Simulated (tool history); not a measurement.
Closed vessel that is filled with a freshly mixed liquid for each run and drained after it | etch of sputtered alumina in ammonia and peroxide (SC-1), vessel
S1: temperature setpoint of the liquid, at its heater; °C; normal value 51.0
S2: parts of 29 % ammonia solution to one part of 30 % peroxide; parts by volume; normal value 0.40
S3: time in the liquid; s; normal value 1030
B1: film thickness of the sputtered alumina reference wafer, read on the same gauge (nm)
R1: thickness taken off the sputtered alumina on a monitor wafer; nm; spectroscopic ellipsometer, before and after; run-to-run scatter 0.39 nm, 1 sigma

{"run": 1, "hour": 0.0, "S1": 57.0, "S2": 0.4, "S3": 1030, "B1": 120.01, "R1": 71.45}
{"run": 2, "hour": 29.3, "S1": 51.0, "S2": 0.4, "S3": 1030, "B1": 119.98, "R1": 52.0}
{"run": 3, "hour": 42.8, "S1": 51.0, "S2": 0.4, "S3": 1030, "B1": 120.0, "R1": 51.98}
{"run": 4, "hour": 78.8, "S1": 51.0, "S2": 0.4, "S3": 1445, "B1": 120.0, "R1": 73.57}
{"run": 5, "hour": 91.6, "S1": 51.0, "S2": 0.4, "S3": 1445, "B1": 120.0, "R1": 73.13}
{"hour": 117.6, "done": "new drum of ammonia solution connected"}
{"run": 6, "hour": 119.6, "S1": 51.0, "S2": 0.4, "S3": 1445, "B1": 120.0, "R1": 72.44}
{"run": 7, "hour": 132.7, "S1": 51.0, "S2": 0.4, "S3": 1030, "B1": 120.01, "R1": 51.06}
{"hour": 155.0, "done": "ammonia flow meter replaced"}
{"run": 8, "hour": 155.5, "S1": 51.0, "S2": 0.4, "S3": 1030, "B1": 120.02, "R1": 51.32}
{"hour": 234.8, "done": "gauge calibrated"}
{"run": 9, "hour": 257.7, "S1": 51.0, "S2": 0.4, "S3": 1030, "B1": 119.98, "R1": 51.04}
{"run": 10, "hour": 274.1, "S1": 51.0, "S2": 0.4, "S3": 1030, "B1": 120.02, "R1": 51.05}
{"run": 11, "hour": 298.5, "S1": 51.0, "S2": 0.4, "S3": 1030, "B1": 119.99, "R1": 51.42}
{"run": 12, "hour": 315.3, "S1": 51.0, "S2": 0.25, "S3": 745, "B1": 120.0, "R1": 35.03}
{"run": 13, "hour": 342.6, "S1": 51.0, "S2": 0.2, "S3": 1030, "B1": 119.97, "R1": 47.32}
{"run": 14, "hour": 373.5, "S1": 51.0, "S2": 0.4, "S3": 1030, "B1": 119.99, "R1": 51.03}
{"run": 15, "hour": 403.6, "S1": 59.0, "S2": 0.4, "S3": 600, "B1": 120.0, "R1": 45.61}
{"hour": 405.4, "done": "thermometer replaced"}
{"run": 16, "hour": 419.9, "S1": 51.0, "S2": 0.4, "S3": 1030, "B1": 119.98, "R1": 53.02}
{"run": 17, "hour": 454.1, "S1": 42.0, "S2": 0.55, "S3": 1030, "B1": 120.01, "R1": 32.86}
{"run": 18, "hour": 513.3, "S1": 43.0, "S2": 0.55, "S3": 495, "B1": 119.99, "R1": 16.64}
{"run": 19, "hour": 526.7, "S1": 51.0, "S2": 0.3, "S3": 1030, "B1": 120.01, "R1": 51.06}
{"run": 20, "hour": 548.8, "S1": 60.0, "S2": 0.5, "S3": 1030, "B1": 120.0, "R1": 87.23}
{"run": 21, "hour": 567.1, "S1": 51.0, "S2": 0.4, "S3": 1030, "B1": 119.97, "R1": 53.36}
{"run": 22, "hour": 601.0, "S1": 42.5, "S2": 0.6, "S3": 1600, "B1": 119.99, "R1": 52.63}
{"run": 23, "hour": 633.0, "S1": 43.5, "S2": 0.3, "S3": 1030, "B1": 119.99, "R1": 33.43}
{"run": 24, "hour": 666.8, "S1": 46.0, "S2": 0.25, "S3": 520, "B1": 120.0, "R1": 19.45}
{"run": 25, "hour": 680.7, "S1": 55.5, "S2": 0.4, "S3": 1030, "B1": 119.98, "R1": 68.17}
{"run": 26, "hour": 704.5, "S1": 54.0, "S2": 0.45, "S3": 1585, "B1": 120.01, "R1": 95.11}
{"run": 27, "hour": 722.4, "S1": 56.5, "S2": 0.5, "S3": 655, "B1": 119.98, "R1": 45.94}

Branching from run 27: 5 alternative next runs. What would each branch give?
{"run": "A", "hour": 723.3, "S1": 51.0, "S2": 0.4, "S3": 1030, "B1": "?", "R1": "?"}
{"run": "B", "hour": 723.3, "S1": 54.5, "S2": 0.4, "S3": 1030, "B1": "?", "R1": "?"}
{"run": "C", "hour": 723.3, "S1": 51.0, "S2": 0.35, "S3": 1030, "B1": "?", "R1": "?"}
{"run": "D", "hour": 723.3, "S1": 47.5, "S2": 0.5, "S3": 1030, "B1": "?", "R1": "?"}
{"run": "E", "hour": 723.3, "S1": 51.0, "S2": 0.25, "S3": 1030, "B1": "?", "R1": "?"}

run=A B1=119.98 R1=52.21
run=B B1=119.98 R1=63.09
run=C B1=119.98 R1=51.55
run=D B1=119.98 R1=43.93
run=E B1=119.98 R1=49.93
Had the tool no hidden state, the same runs would have come out as:
run=A R1=52.90
run=B R1=63.90
run=C R1=52.23
run=D R1=44.53
run=E R1=50.59
